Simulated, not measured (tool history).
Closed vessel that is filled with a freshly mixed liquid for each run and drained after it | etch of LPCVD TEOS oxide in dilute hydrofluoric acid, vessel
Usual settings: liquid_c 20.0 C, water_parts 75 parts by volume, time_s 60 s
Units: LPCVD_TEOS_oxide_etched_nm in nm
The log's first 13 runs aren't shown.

run	day	liquid_c	water_parts	time_s	read-back film thickness of the LPCVD TEOS oxide reference wafer, read on the same gauge (nm)	LPCVD_TEOS_oxide_etched_nm
14	28.454	20.0	75	60	90.02	38.56
15	30.654	20.0	75	60	90.01	38.55
16	32.662	25.0	40	90	89.99	138.54
17	34.304	20.0	75	60	89.99	38.35
18	41.512	20.0	105	40	90.00	17.70
19	43.867	22.0	95	60	89.98	32.09
20	45.229	18.0	65	30	89.98	20.62
21	47.300	20.0	45	60	90.01	66.85
22	50.275	17.5	55	45	90.00	36.18
23	53.146	17.0	95	30	90.02	13.04

Forecast run 24:
24	55.079	18.5	55	75	?	?

Run 24 gave read-back film thickness of the LPCVD TEOS oxide reference wafer, read on the same gauge (nm) 90.01, LPCVD_TEOS_oxide_etched_nm 63.09 nm.
Without the tool's hidden state the same run would have given LPCVD_TEOS_oxide_etched_nm 63.09 nm.
